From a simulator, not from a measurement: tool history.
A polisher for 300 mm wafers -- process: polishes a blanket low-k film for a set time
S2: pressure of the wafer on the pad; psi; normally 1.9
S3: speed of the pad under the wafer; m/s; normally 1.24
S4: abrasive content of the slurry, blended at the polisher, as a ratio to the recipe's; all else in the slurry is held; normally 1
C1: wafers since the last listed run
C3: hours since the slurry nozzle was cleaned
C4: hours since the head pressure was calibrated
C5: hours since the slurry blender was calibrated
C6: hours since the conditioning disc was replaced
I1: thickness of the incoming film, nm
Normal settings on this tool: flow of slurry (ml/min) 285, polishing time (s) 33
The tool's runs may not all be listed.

Run 1, hour 0: usual settings but polishing time (s) 30; C1 0; wafers polished on this pad 100; C3 40.9; C4 549; C5 364.2; C6 674.4; I1 673.2. Result: film removed (nm) 14.8.
At hour 91.5: conditioning disc replaced and pad reconditioned.
Run 2, hour 196.5: usual settings but S2 1.6 psi, S4 0.85; C1 1373; wafers polished on this pad 1473; C3 237.4; C4 745.5; C5 560.7; C6 105; I1 671.7. Result: film removed (nm) 13.2.
At hour 207.3: head pressure recalibrated.
Run 3, hour 281.6: usual settings but S4 0.85; C1 586; wafers polished on this pad 2059; C3 322.5; C4 74.3; C5 645.8; C6 190.1; I1 667.6. Result: film removed (nm) 15.2.
At hour 294.4: slurry blender recalibrated.
Run 4, hour 365.3: usual settings; C1 576; wafers polished on this pad 2636; C3 406.2; C4 158; C5 70.9; C6 273.8; I1 665.8. Result: film removed (nm) 16.1.
Run 5, hour 409.8: usual settings; C1 314; wafers polished on this pad 2950; C3 450.7; C4 202.5; C5 115.4; C6 318.3; I1 670.1. Result: film removed (nm) 16.
Run 6, hour 451.4: usual settings but S3 1.38 m/s, S4 1.1; C1 293; wafers polished on this pad 3244; C3 492.3; C4 244.1; C5 157; C6 359.9; I1 673.5. Result: film removed (nm) 17.4.
Run 7, hour 529.7: usual settings but S2 1.4 psi, S3 1.52 m/s; C1 552; wafers polished on this pad 3797; C3 570.6; C4 322.4; C5 235.3; C6 438.2; I1 662.3. Result: film removed (nm) 13.4.
At hour 565.4: worn pad replaced by a new one.
At hour 642.3: slurry nozzle cleaned.
Run 8, hour 779: usual settings but flow of slurry (ml/min) 235, S3 1.38 m/s, S4 1.15, polishing time (s) 37; C1 1724; wafers polished on this pad 1500; C3 136.7; C4 571.7; C5 484.6; C6 687.5; I1 672.5. Result: film removed (nm) 20.2.
At hour 845.6: head pressure recalibrated.
At hour 848.5: conditioning disc replaced and pad reconditioned.
Run 9, hour 849: usual settings but S4 0.9; C1 465; wafers polished on this pad 1966; C3 206.7; C4 3.4; C5 554.6; C6 0.5; I1 659.1. Result: film removed (nm) 17.2.
At hour 988.8: slurry blender recalibrated.
Run 10, hour 1098.3: usual settings; C1 1745; wafers polished on this pad 3712; C3 456; C4 252.7; C5 109.5; C6 249.8; I1 675.6. Result: film removed (nm) 15.9.
Run 11, hour 1176.9: usual settings; C1 554; wafers polished on this pad 4267; C3 534.6; C4 331.3; C5 188.1; C6 328.4; I1 669. Result: film removed (nm) 15.5.
At hour 1185.9: worn pad replaced by a new one.
At hour 1227.8: slurry nozzle cleaned.
Run 12, hour 1444.8: usual settings but S2 2.6 psi, S3 1.52 m/s, S4 1.3, polishing time (s) 40; C1 1855; wafers polished on this pad 1820; C3 217; C4 599.2; C5 456; C6 596.3; I1 673.6. Result: film removed (nm) 32.7.
At hour 1450.5: conditioning disc replaced and pad reconditioned.
Run 13, hour 1483.9: usual settings but S4 0.9; C1 261; wafers polished on this pad 2082; C3 256.1; C4 638.3; C5 495.1; C6 33.4; I1 682.6. Result: film removed (nm) 17.
At hour 1517.5: head pressure recalibrated.
Run 14, hour 1524.1: usual settings but polishing time (s) 44; C1 269; wafers polished on this pad 2352; C3 296.3; C4 6.6; C5 535.3; C6 73.6; I1 666.1. Result: film removed (nm) 23.3.
Run 15, hour 1574.2: usual settings but S2 1.7 psi, polishing time (s) 40; C1 353; wafers polished on this pad 2706; C3 346.4; C4 56.7; C5 585.4; C6 123.7; I1 674.7. Result: film removed (nm) 18.3.
Run 16, hour 1635.5: usual settings but S2 1.5 psi, S4 1.15; C1 432; wafers polished on this pad 3138; C3 407.7; C4 118; C5 646.7; C6 185; I1 678.4. Result: film removed (nm) 14.3.
At hour 1688: slurry blender recalibrated.
Run 17, hour 1710.1: usual settings but flow of slurry (ml/min) 255, S2 1.4 psi; C1 512; wafers polished on this pad 3651; C3 482.3; C4 192.6; C5 22.1; C6 259.6; I1 658. Result: film removed (nm) 11.9.
Run 18, hour 1815.8: usual settings but S2 2.4 psi; C1 746; wafers polished on this pad 4397; C3 588; C4 298.3; C5 127.8; C6 365.3; I1 675.2. Result: film removed (nm) 19.2.
At hour 1836.4: worn pad replaced by a new one.
Run 19, hour 1910.3: usual settings; C1 638; wafers polished on this pad 521; C3 682.5; C4 392.8; C5 222.3; C6 459.8; I1 674.9. Result: film removed (nm) 14.9.
At hour 1930: slurry nozzle cleaned.
Run 20, hour 1950: usual settings but flow of slurry (ml/min) 195, S2 1.5 psi, S4 1.25; C1 273; wafers polished on this pad 795; C3 20; C4 432.5; C5 262; C6 499.5; I1 669.9. Result: film removed (nm) 13.8.
Run 21, hour 2050.6: usual settings but flow of slurry (ml/min) 225, S3 1.38 m/s; C1 710; wafers polished on this pad 1505; C3 120.6; C4 533.1; C5 362.6; C6 600.1; I1 674.1. Result: film removed (nm) 16.5.
At hour 2131.1: conditioning disc replaced and pad reconditioned.
Run 22, hour 2146.8: usual settings but S4 1.3; C1 664; wafers polished on this pad 2170; C3 216.8; C4 629.3; C5 458.8; C6 15.7; I1 667. Result: film removed (nm) 19.8.
At hour 2230.6: head pressure recalibrated.
Run 23, hour 2233.6: usual settings but flow of slurry (ml/min) 375, S2 2.2 psi, S3 0.98 m/s, polishing time (s) 25; C1 598; wafers polished on this pad 2768; C3 303.6; C4 3; C5 545.6; C6 102.5; I1 658. Result: film removed (nm) 12.4.
Run 24, hour 2320.2: usual settings; C1 611; wafers polished on this pad 3380; C3 390.2; C4 89.6; C5 632.2; C6 189.1; I1 665.4. Result: film removed (nm) 16.2.

For some of the steps in film removed (nm) from one run to the next: how much would appear even if the tool had no hidden state, given the settings, what came in and random variation, and how much remains for the hidden state plus any gauge scatter that the measured result and the result without hidden state don't share?
The hidden state here: removal rate lost through wear of the pad, %; slurry flow missing at the pad, %; deviation of the head's pressure from its setpoint, %; abrasive missing from the slurry, %; time polished since the conditioner stopped cutting, s.
Run 11 -> 12: S2 1.9 -> 2.6, S3 1.24 -> 1.52, S4 1 -> 1.3, polishing time (s) 33 -> 40, worn pad replaced by a new one, slurry nozzle cleaned. film removed (nm) +17.2: hidden state -5.4, all else +22.6.
Run 12 -> 13: S2 2.6 -> 1.9, S3 1.52 -> 1.24, S4 1.3 -> 0.9, polishing time (s) 40 -> 33, conditioning disc replaced and pad reconditioned. film removed (nm) -15.7: hidden state +7.6, all else -23.3.

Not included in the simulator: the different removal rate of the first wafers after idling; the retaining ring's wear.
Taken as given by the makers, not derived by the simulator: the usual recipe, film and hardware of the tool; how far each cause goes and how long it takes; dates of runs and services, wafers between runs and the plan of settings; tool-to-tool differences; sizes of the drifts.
